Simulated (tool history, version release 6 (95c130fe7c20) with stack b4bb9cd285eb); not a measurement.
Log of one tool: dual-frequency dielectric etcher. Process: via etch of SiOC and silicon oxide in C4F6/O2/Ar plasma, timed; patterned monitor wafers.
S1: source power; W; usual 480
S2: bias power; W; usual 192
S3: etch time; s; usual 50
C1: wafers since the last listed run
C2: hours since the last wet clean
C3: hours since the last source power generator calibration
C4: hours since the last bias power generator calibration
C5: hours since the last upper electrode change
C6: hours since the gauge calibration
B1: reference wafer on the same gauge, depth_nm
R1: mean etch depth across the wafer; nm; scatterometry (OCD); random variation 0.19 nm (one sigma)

run,hour,S1,S2,S3,C1,C2,C3,C4,C5,C6,B1,R1
1,0,480,192,50,0,352.9,2181.3,12.5,2207.4,2531,55.2,61.5
# hour 73.7: upper electrode replaced
2,74.2,480,192,50,592,427.1,2255.5,86.7,0.5,2605.2,55.2,61.7
3,125.1,480,192,50,601,478,2306.4,137.6,51.4,2656.1,55.2,62
4,175.9,480,192,50,599,528.8,2357.2,188.4,102.2,2706.9,55.2,61.7
# hour 260.6: wet clean of the chamber
5,266.4,480,192,50,785,5.8,2447.7,278.9,192.7,2797.4,55.2,61.6
6,322,480,192,50,656,61.4,2503.3,334.5,248.3,2853,55.2,61.5
7,405.2,480,192,50,982,144.6,2586.5,417.7,331.5,2936.2,55.2,61.8
8,460.3,480,192,50,650,199.7,2641.6,472.8,386.6,2991.3,55.2,61.6
9,548.7,450,176,54,1043,288.1,2730,561.2,475,3079.7,55.2,63.4
10,611.1,560,155,54,736,350.5,2792.4,623.6,537.4,3142.1,55.2,66.1
# hour 649: gauge calibrated
11,675.4,480,192,60,759,414.8,2856.7,687.9,601.7,26.4,55.2,74.3
12,741.3,520,217,36.5,778,480.7,2922.6,753.8,667.6,92.3,55.2,48.1
13,790.8,530,224,44.5,584,530.2,2972.1,803.3,717.1,141.8,55.2,59.9
# hour 883.5: wet clean of the chamber
14,884,590,192,57.5,817,0.5,3065.3,896.5,810.3,235,55.2,76.6
15,976.5,480,192,44,1092,93,3157.8,989,902.8,327.5,55.2,53.8
16,1014,430,170,45,442,130.5,3195.3,1026.5,940.3,365,55.2,51
17,1093.7,360,152,38,941,210.2,3275,1106.2,1020,444.7,55.2,38.8

The next listed run, before its measurement:
18,1183,480,192,50,1054,299.5,3364.3,1195.5,1109.3,534,?,?

{"run 18": {"B1": 55.2, "R1": 61.4}}
Without the tool's hidden state the same run would have given R1 62.1 nm.
